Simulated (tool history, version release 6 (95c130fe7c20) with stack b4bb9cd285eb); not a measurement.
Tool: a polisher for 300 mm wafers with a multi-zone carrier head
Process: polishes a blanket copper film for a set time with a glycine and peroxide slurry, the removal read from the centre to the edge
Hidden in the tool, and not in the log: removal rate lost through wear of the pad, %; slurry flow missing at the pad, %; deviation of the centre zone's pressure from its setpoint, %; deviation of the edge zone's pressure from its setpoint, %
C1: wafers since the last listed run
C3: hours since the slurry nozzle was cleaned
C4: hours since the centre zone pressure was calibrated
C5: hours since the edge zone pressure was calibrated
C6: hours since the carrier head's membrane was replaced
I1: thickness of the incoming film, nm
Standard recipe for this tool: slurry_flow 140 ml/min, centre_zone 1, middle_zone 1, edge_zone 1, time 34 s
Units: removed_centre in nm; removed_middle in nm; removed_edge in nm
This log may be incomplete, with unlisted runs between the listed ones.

{"run": 1, "hour": 0.0, "slurry_flow": 140, "centre_zone": 1, "middle_zone": 1, "edge_zone": 1, "time": 34, "C1": 0, "wafers polished on this pad": 985, "C3": 11.5, "C4": 599.9, "C5": 21.7, "C6": 554.8, "I1": 1873.8, "removed_centre": 168.6, "removed_middle": 164, "removed_edge": 166.1}
{"run": 2, "hour": 66.0, "slurry_flow": 140, "centre_zone": 1, "middle_zone": 1, "edge_zone": 1, "time": 34, "C1": 761, "wafers polished on this pad": 1747, "C3": 77.5, "C4": 665.9, "C5": 87.7, "C6": 620.8, "I1": 1884.7, "removed_centre": 166, "removed_middle": 165.2, "removed_edge": 170}
{"run": 3, "hour": 159.1, "slurry_flow": 140, "centre_zone": 1, "middle_zone": 1, "edge_zone": 1, "time": 34, "C1": 1074, "wafers polished on this pad": 2822, "C3": 170.6, "C4": 759, "C5": 180.8, "C6": 713.9, "I1": 1839, "removed_centre": 168.3, "removed_middle": 165.2, "removed_edge": 168.2}
{"hour": 220.4, "done": "worn pad replaced by a new one"}
{"run": 4, "hour": 230.3, "slurry_flow": 140, "centre_zone": 1, "middle_zone": 1, "edge_zone": 1, "time": 34, "C1": 775, "wafers polished on this pad": 114, "C3": 241.8, "C4": 830.2, "C5": 252, "C6": 785.1, "I1": 1858.1, "removed_centre": 169.1, "removed_middle": 163.5, "removed_edge": 169.7}
{"hour": 312.9, "done": "slurry nozzle cleaned"}
{"run": 5, "hour": 337.6, "slurry_flow": 140, "centre_zone": 1, "middle_zone": 1, "edge_zone": 0.97, "time": 34, "C1": 1226, "wafers polished on this pad": 1341, "C3": 24.7, "C4": 937.5, "C5": 359.3, "C6": 892.4, "I1": 1897.7, "removed_centre": 168.8, "removed_middle": 166.1, "removed_edge": 168.7}
{"hour": 358.9, "done": "carrier head's membrane replaced by a new one"}
{"run": 6, "hour": 416.4, "slurry_flow": 125, "centre_zone": 1, "middle_zone": 1, "edge_zone": 1, "time": 29, "C1": 851, "wafers polished on this pad": 2192, "C3": 103.5, "C4": 1016.3, "C5": 438.1, "C6": 57.5, "I1": 1824.5, "removed_centre": 137.9, "removed_middle": 136.6, "removed_edge": 140.5}
{"run": 7, "hour": 511.0, "slurry_flow": 140, "centre_zone": 1, "middle_zone": 1, "edge_zone": 1, "time": 29, "C1": 1091, "wafers polished on this pad": 3284, "C3": 198.1, "C4": 1110.9, "C5": 532.7, "C6": 152.1, "I1": 1829.2, "removed_centre": 143.2, "removed_middle": 142.7, "removed_edge": 143.1}
{"hour": 539.3, "done": "worn pad replaced by a new one"}
{"hour": 568.2, "done": "slurry nozzle cleaned"}
{"run": 8, "hour": 569.3, "slurry_flow": 165, "centre_zone": 1.04, "middle_zone": 1, "edge_zone": 1, "time": 34, "C1": 615, "wafers polished on this pad": 335, "C3": 1.1, "C4": 1169.2, "C5": 591, "C6": 210.4, "I1": 1844.3, "removed_centre": 180.5, "removed_middle": 171.4, "removed_edge": 175.1}
{"run": 9, "hour": 639.3, "slurry_flow": 140, "centre_zone": 1, "middle_zone": 1, "edge_zone": 0.95, "time": 34, "C1": 807, "wafers polished on this pad": 1143, "C3": 71.1, "C4": 1239.2, "C5": 661, "C6": 280.4, "I1": 1870.4, "removed_centre": 167.3, "removed_middle": 164.4, "removed_edge": 168.6}
{"hour": 701.0, "done": "edge zone pressure recalibrated"}
{"run": 10, "hour": 703.4, "slurry_flow": 155, "centre_zone": 0.92, "middle_zone": 0.94, "edge_zone": 1, "time": 34, "C1": 716, "wafers polished on this pad": 1860, "C3": 135.2, "C4": 1303.3, "C5": 2.4, "C6": 344.5, "I1": 1873.5, "removed_centre": 158.2, "removed_middle": 161.1, "removed_edge": 171.7}
{"hour": 745.2, "done": "centre zone pressure recalibrated"}
{"run": 11, "hour": 788.8, "slurry_flow": 120, "centre_zone": 1, "middle_zone": 1.03, "edge_zone": 1, "time": 44, "C1": 962, "wafers polished on this pad": 2822, "C3": 220.6, "C4": 43.6, "C5": 87.8, "C6": 429.9, "I1": 1878.3, "removed_centre": 208.2, "removed_middle": 212.1, "removed_edge": 215.1}
{"hour": 817.7, "done": "slurry nozzle cleaned"}
{"hour": 822.1, "done": "worn pad replaced by a new one"}
{"run": 12, "hour": 850.1, "slurry_flow": 140, "centre_zone": 1, "middle_zone": 1, "edge_zone": 1, "time": 34, "C1": 649, "wafers polished on this pad": 322, "C3": 32.4, "C4": 104.9, "C5": 149.1, "C6": 491.2, "I1": 1821.6, "removed_centre": 169.4, "removed_middle": 166.6, "removed_edge": 170.9}
{"run": 13, "hour": 940.9, "slurry_flow": 140, "centre_zone": 1, "middle_zone": 0.93, "edge_zone": 1, "time": 34, "C1": 1048, "wafers polished on this pad": 1370, "C3": 123.2, "C4": 195.7, "C5": 239.9, "C6": 582, "I1": 1837.7, "removed_centre": 164.8, "removed_middle": 157.3, "removed_edge": 169.4}
{"run": 14, "hour": 998.8, "slurry_flow": 140, "centre_zone": 1, "middle_zone": 1, "edge_zone": 1, "time": 39, "C1": 668, "wafers polished on this pad": 2039, "C3": 181.1, "C4": 253.6, "C5": 297.8, "C6": 639.9, "I1": 1873.5, "removed_centre": 192, "removed_middle": 190.1, "removed_edge": 195.1}
{"hour": 1071.8, "done": "slurry nozzle cleaned"}
{"run": 15, "hour": 1085.7, "slurry_flow": 140, "centre_zone": 0.93, "middle_zone": 1.05, "edge_zone": 1, "time": 24, "C1": 991, "wafers polished on this pad": 3030, "C3": 13.9, "C4": 340.5, "C5": 384.7, "C6": 726.8, "I1": 1879.8, "removed_centre": 111.5, "removed_middle": 122.6, "removed_edge": 119.3}
{"hour": 1097.3, "done": "worn pad replaced by a new one"}
{"hour": 1117.0, "done": "carrier head's membrane replaced by a new one"}
{"run": 16, "hour": 1184.1, "slurry_flow": 120, "centre_zone": 1, "middle_zone": 1.03, "edge_zone": 1, "time": 44, "C1": 1031, "wafers polished on this pad": 944, "C3": 112.3, "C4": 438.9, "C5": 483.1, "C6": 67.1, "I1": 1874.7, "removed_centre": 208.4, "removed_middle": 213.9, "removed_edge": 213.6}
{"run": 17, "hour": 1227.8, "slurry_flow": 180, "centre_zone": 1, "middle_zone": 1, "edge_zone": 1, "time": 34, "C1": 504, "wafers polished on this pad": 1448, "C3": 156, "C4": 482.6, "C5": 526.8, "C6": 110.8, "I1": 1880.4, "removed_centre": 174.6, "removed_middle": 175.7, "removed_edge": 177.2}
{"run": 18, "hour": 1305.7, "slurry_flow": 140, "centre_zone": 1, "middle_zone": 1, "edge_zone": 1, "time": 34, "C1": 899, "wafers polished on this pad": 2347, "C3": 233.9, "C4": 560.5, "C5": 604.7, "C6": 188.7, "I1": 1860.3, "removed_centre": 166.4, "removed_middle": 165.4, "removed_edge": 168.5}
{"hour": 1355.7, "done": "slurry nozzle cleaned"}
{"hour": 1407.5, "done": "worn pad replaced by a new one"}
{"run": 19, "hour": 1413.4, "slurry_flow": 140, "centre_zone": 1, "middle_zone": 1.04, "edge_zone": 1.05, "time": 34, "C1": 1185, "wafers polished on this pad": 68, "C3": 57.7, "C4": 668.2, "C5": 712.4, "C6": 296.4, "I1": 1877.3, "removed_centre": 166.9, "removed_middle": 172.3, "removed_edge": 171.4}

Predict each of these 5 candidate next runs independently; none follows another, all start after run 19:
{"run": "A", "hour": 1413.8, "slurry_flow": 140, "centre_zone": 1, "middle_zone": 1, "edge_zone": 1, "time": 34, "C1": 4, "wafers polished on this pad": 72, "C3": 58.1, "C4": 668.6, "C5": 712.8, "C6": 296.8, "I1": 1858.9, "removed_centre": "?", "removed_middle": "?", "removed_edge": "?"}
{"run": "B", "hour": 1413.8, "slurry_flow": 140, "centre_zone": 1, "middle_zone": 1.07, "edge_zone": 1, "time": 40, "C1": 4, "wafers polished on this pad": 72, "C3": 58.1, "C4": 668.6, "C5": 712.8, "C6": 296.8, "I1": 1858.9, "removed_centre": "?", "removed_middle": "?", "removed_edge": "?"}
{"run": "C", "hour": 1413.8, "slurry_flow": 185, "centre_zone": 1, "middle_zone": 1, "edge_zone": 1, "time": 34, "C1": 4, "wafers polished on this pad": 72, "C3": 58.1, "C4": 668.6, "C5": 712.8, "C6": 296.8, "I1": 1858.9, "removed_centre": "?", "removed_middle": "?", "removed_edge": "?"}
{"run": "D", "hour": 1413.8, "slurry_flow": 140, "centre_zone": 1, "middle_zone": 0.9, "edge_zone": 1, "time": 34, "C1": 4, "wafers polished on this pad": 72, "C3": 58.1, "C4": 668.6, "C5": 712.8, "C6": 296.8, "I1": 1858.9, "removed_centre": "?", "removed_middle": "?", "removed_edge": "?"}
{"run": "E", "hour": 1413.8, "slurry_flow": 170, "centre_zone": 1, "middle_zone": 1, "edge_zone": 1, "time": 45, "C1": 4, "wafers polished on this pad": 72, "C3": 58.1, "C4": 668.6, "C5": 712.8, "C6": 296.8, "I1": 1858.9, "removed_centre": "?", "removed_middle": "?", "removed_edge": "?"}

run=A removed_centre=166.9 removed_middle=163.5 removed_edge=170.6
run=B removed_centre=196.5 removed_middle=203.7 removed_edge=200.5
run=C removed_centre=177.4 removed_middle=172.5 removed_edge=177.4
run=D removed_centre=166.8 removed_middle=149.7 removed_edge=170.8
run=E removed_centre=230.9 removed_middle=225 removed_edge=232.3
Had the tool no hidden state, the same runs would have come out as:
run=A removed_centre=166.9 removed_middle=163.5 removed_edge=170.6
run=B removed_centre=196.5 removed_middle=203.7 removed_edge=200.5
run=C removed_centre=177.4 removed_middle=172.5 removed_edge=177.4
run=D removed_centre=166.8 removed_middle=149.7 removed_edge=170.8
run=E removed_centre=230.9 removed_middle=225 removed_edge=232.3
